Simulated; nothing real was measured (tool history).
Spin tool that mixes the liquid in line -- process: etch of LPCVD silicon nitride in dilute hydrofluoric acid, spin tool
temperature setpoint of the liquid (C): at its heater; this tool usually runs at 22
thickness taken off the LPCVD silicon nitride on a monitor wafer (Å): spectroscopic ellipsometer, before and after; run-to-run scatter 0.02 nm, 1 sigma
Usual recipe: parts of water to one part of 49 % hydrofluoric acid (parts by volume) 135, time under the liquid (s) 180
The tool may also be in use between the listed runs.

| run | day | temperature setpoint of the liquid (C) | parts of water to one part of 49 % hydrofluoric acid (parts by volume) | time under the liquid (s) | read-back film thickness of the LPCVD silicon nitride reference wafer, read on the same gauge (nm) | thickness taken off the LPCVD silicon nitride on a monitor wafer (Å) |
|---|---|---|---|---|---|---|
| 1 | 0 | 22 | 135 | 95 | 59.961 | 2.97 |
| 2 | 1.4 | 22 | 135 | 95 | 60.029 | 2.74 |
| 3 | 2.546 | 19.5 | 135 | 235 | 60.002 | 5.76 |
| 4 | 3.6 | 19.5 | 135 | 235 | 59.994 | 5.97 |
| 5 | 5.004 | 22 | 135 | 180 | 59.972 | 5.09 |
| 6 | 6.479 | 22 | 135 | 180 | 60.023 | 5.71 |
| 7 | 7.654 | 22 | 135 | 180 | 60 | 5.48 |
| 8 | 11.596 | 22 | 135 | 180 | 60.065 | 5.92 |
|  | 11.942 | thermometer replaced |
| 9 | 13.017 | 22 | 135 | 180 | 60.017 | 5.54 |
| 10 | 13.825 | 22 | 135 | 180 | 60.015 | 5.87 |
| 11 | 14.408 | 22 | 135 | 180 | 59.982 | 5.29 |
|  | 15.025 | hydrofluoric acid flow meter replaced |
| 12 | 15.042 | 22 | 135 | 180 | 60.016 | 5.39 |
|  | 15.25 | gauge calibrated |
| 13 | 15.921 | 22 | 100 | 180 | 59.986 | 7 |
| 14 | 17.238 | 27 | 135 | 180 | 60.034 | 7.84 |
| 15 | 18.671 | 17.5 | 205 | 180 | 60.012 | 2.67 |
| 16 | 20.133 | 22 | 135 | 180 | 59.972 | 5.47 |
| 17 | 20.988 | 25.5 | 95 | 105 | 60.026 | 5.82 |
| 18 | 21.662 | 22 | 135 | 180 | 59.993 | 5.48 |
| 19 | 22.838 | 24.5 | 100 | 180 | 60.015 | 8.85 |
| 20 | 24.258 | 26 | 115 | 105 | 60 | 4.87 |
| 21 | 24.942 | 22 | 135 | 180 | 59.954 | 5.48 |
| 22 | 26.171 | 23.5 | 135 | 180 | 59.996 | 6.12 |
| 23 | 27.6 | 22 | 135 | 180 | 60.01 | 5.46 |
| 24 | 28.588 | 18.5 | 135 | 180 | 59.998 | 4.56 |

Below are 5 alternative next runs, each starting from the tool's condition after run 24. Predict each:
| A | 28.608 | 22 | 135 | 90 | ? | ? |
| B | 28.608 | 18.5 | 190 | 180 | ? | ? |
| C | 28.608 | 20 | 110 | 180 | ? | ? |
| D | 28.608 | 22 | 95 | 180 | ? | ? |
| E | 28.608 | 20.5 | 95 | 115 | ? | ? |

| run | read-back film thickness of the LPCVD silicon nitride reference wafer, read on the same gauge (nm) | thickness taken off the LPCVD silicon nitride on a monitor wafer (Å) |
|---|---|---|
| A | 59.967 | 2.61 |
| B | 59.967 | 2.97 |
| C | 59.967 | 5.59 |
| D | 59.967 | 7.38 |
| E | 59.967 | 4.26 |
The same runs, with their run-to-run variation unchanged, on a tool lacking any hidden condition would have given:
| run | thickness taken off the LPCVD silicon nitride on a monitor wafer (Å) |
|---|---|
| A | 2.61 |
| B | 2.97 |
| C | 5.59 |
| D | 7.38 |
| E | 4.26 |

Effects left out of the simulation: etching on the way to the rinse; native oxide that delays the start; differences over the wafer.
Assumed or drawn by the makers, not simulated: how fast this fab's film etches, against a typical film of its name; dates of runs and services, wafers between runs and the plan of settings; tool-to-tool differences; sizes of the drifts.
